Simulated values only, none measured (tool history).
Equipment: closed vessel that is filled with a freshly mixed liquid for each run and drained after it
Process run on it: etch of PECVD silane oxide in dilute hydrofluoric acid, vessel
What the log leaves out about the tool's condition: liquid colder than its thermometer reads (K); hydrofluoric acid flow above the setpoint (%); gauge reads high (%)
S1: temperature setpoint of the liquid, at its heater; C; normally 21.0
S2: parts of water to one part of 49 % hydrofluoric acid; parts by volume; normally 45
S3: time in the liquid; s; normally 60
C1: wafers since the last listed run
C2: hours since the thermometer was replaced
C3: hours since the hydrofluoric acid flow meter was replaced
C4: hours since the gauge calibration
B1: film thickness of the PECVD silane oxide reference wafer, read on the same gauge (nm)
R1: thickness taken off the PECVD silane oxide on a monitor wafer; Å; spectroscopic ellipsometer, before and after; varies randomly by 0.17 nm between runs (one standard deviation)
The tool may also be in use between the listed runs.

| run | hour | S1 | S2 | S3 | C1 | C2 | C3 | C4 | B1 | R1 |
|---|---|---|---|---|---|---|---|---|---|---|
| 1 | 0.0 | 21.0 | 45 | 60 | 0 | 1970.0 | 484.7 | 117.5 | 50.02 | 234.2 |
| 2 | 19.7 | 21.0 | 45 | 60 | 2479 | 1989.7 | 504.4 | 137.2 | 50.01 | 240.6 |
| 3 | 41.9 | 21.0 | 45 | 60 | 2793 | 2011.9 | 526.6 | 159.4 | 50.03 | 237.3 |
| 4 | 71.3 | 21.0 | 30 | 60 | 3699 | 2041.3 | 556.0 | 188.8 | 49.99 | 369.8 |
| 5 | 99.5 | 21.0 | 35 | 35 | 3548 | 2069.5 | 584.2 | 217.0 | 50.00 | 181.5 |
|  | 109.6 | gauge calibrated |
| 6 | 127.1 | 21.0 | 35 | 35 | 3473 | 2097.1 | 611.8 | 17.5 | 50.01 | 184.3 |
| 7 | 158.2 | 21.0 | 45 | 60 | 3913 | 2128.2 | 642.9 | 48.6 | 50.00 | 241.5 |
| 8 | 182.9 | 21.0 | 45 | 60 | 3108 | 2152.9 | 667.6 | 73.3 | 50.01 | 238.3 |
| 9 | 210.8 | 21.0 | 45 | 60 | 3511 | 2180.8 | 695.5 | 101.2 | 50.02 | 243.6 |
| 10 | 223.8 | 21.0 | 45 | 60 | 1636 | 2193.8 | 708.5 | 114.2 | 50.00 | 246.0 |
| 11 | 237.0 | 21.0 | 65 | 60 | 1661 | 2207.0 | 721.7 | 127.4 | 49.99 | 163.8 |
|  | 263.1 | thermometer replaced |
| 12 | 269.3 | 21.0 | 45 | 60 | 3939 | 6.2 | 754.0 | 159.7 | 50.00 | 244.6 |
| 13 | 285.2 | 23.0 | 55 | 30 | 2000 | 22.1 | 769.9 | 175.6 | 50.01 | 107.2 |
|  | 288.7 | hydrofluoric acid flow meter replaced |
| 14 | 302.6 | 18.0 | 45 | 60 | 2063 | 39.5 | 13.9 | 193.0 | 50.01 | 200.0 |
| 15 | 320.5 | 19.0 | 60 | 70 | 2252 | 57.4 | 31.8 | 210.9 | 50.00 | 178.8 |
| 16 | 344.6 | 22.5 | 35 | 40 | 3032 | 81.5 | 55.9 | 235.0 | 50.00 | 211.1 |
| 17 | 361.2 | 18.0 | 65 | 60 | 2089 | 98.1 | 72.5 | 251.6 | 50.02 | 134.1 |
|  | 378.6 | gauge calibrated |
| 18 | 428.4 | 21.0 | 45 | 60 | 8456 | 165.3 | 139.7 | 49.8 | 50.01 | 226.9 |
| 19 | 457.7 | 17.0 | 25 | 35 | 3687 | 194.6 | 169.0 | 79.1 | 50.02 | 202.8 |
| 20 | 475.5 | 19.0 | 40 | 30 | 2240 | 212.4 | 186.8 | 96.9 | 49.98 | 119.1 |
| 21 | 488.7 | 17.0 | 45 | 60 | 1661 | 225.6 | 200.0 | 110.1 | 50.01 | 194.0 |

Here are 3 independent what-if runs from the current tool condition. What would each one return?
| A | 489.4 | 21.0 | 45 | 60 | 88 | 226.3 | 200.7 | 110.8 | ? | ? |
| B | 489.4 | 21.0 | 25 | 60 | 88 | 226.3 | 200.7 | 110.8 | ? | ? |
| C | 489.4 | 23.5 | 45 | 60 | 88 | 226.3 | 200.7 | 110.8 | ? | ? |

| run | B1 | R1 |
|---|---|---|
| A | 49.99 | 231.2 |
| B | 49.99 | 426.3 |
| C | 49.99 | 256.7 |
Without the tool's unlogged condition, the same runs would have read:
| run | R1 |
|---|---|
| A | 224.4 |
| B | 414.1 |
| C | 249.2 |
